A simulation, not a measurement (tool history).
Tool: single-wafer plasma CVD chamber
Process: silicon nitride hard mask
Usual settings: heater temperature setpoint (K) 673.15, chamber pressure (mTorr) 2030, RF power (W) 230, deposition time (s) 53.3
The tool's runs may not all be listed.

run,hour,heater temperature setpoint (K),chamber pressure (mTorr),RF power (W),deposition time (s),wafers since the last listed run,hours since the last thermocouple change,hours since the last RF generator calibration,hours since the last manometer calibration,hours since the showerhead was replaced,hours since the gauge calibration,"read-back reference wafer on the same gauge, thickness_nm",mean film thickness on the monitor wafer (Å)
1,0,673.15,2410,230,59.7,0,1221.5,1822.5,2328.8,7856.2,302.4,51.153,608.5
2,30.7,673.15,2030,230,53.3,713,1252.2,1853.2,2359.5,7886.9,333.1,51.148,517.46
3,85.5,673.15,2030,230,53.3,1273,1307,1908,2414.3,7941.7,387.9,51.176,515.23
4,146.5,673.15,2030,230,53.3,1417,1368,1969,2475.3,8002.7,448.9,51.168,512.18
5,198.8,673.15,2030,230,53.3,1215,1420.3,2021.3,2527.6,8055,501.2,51.254,515.29
6,227.9,673.15,2280,230,53.3,676,1449.4,2050.4,2556.7,8084.1,530.3,51.214,534.82
7,254.6,673.15,1780,230,59.1,620,1476.1,2077.1,2583.4,8110.8,557,51.191,538.61
8,281.1,663.15,2030,230,53.3,615,1502.6,2103.6,2609.9,8137.3,583.5,51.242,521.08
9,314.1,673.15,2030,230,53.3,766,1535.6,2136.6,2642.9,8170.3,616.5,51.178,511.56
10,350.8,673.15,2030,230,53.3,852,1572.3,2173.3,2679.6,8207,653.2,51.194,512.23
11,382.9,673.15,2030,230,53.3,745,1604.4,2205.4,2711.7,8239.1,685.3,51.17,518.16
12,413.8,673.15,2030,230,53.3,718,1635.3,2236.3,2742.6,8270,716.2,51.083,509.17

The next listed run, before its measurement:
# hour 447.6: RF generator calibrated
13,457.5,673.15,2190,230,59.7,829,1679,9.9,2786.3,8313.7,759.9,?,?

read-back reference wafer on the same gauge, thickness_nm: 51.317
mean film thickness on the monitor wafer (Å): 617.13
Without the tool's hidden state the same run would have given mean film thickness on the monitor wafer (Å) 617.95.
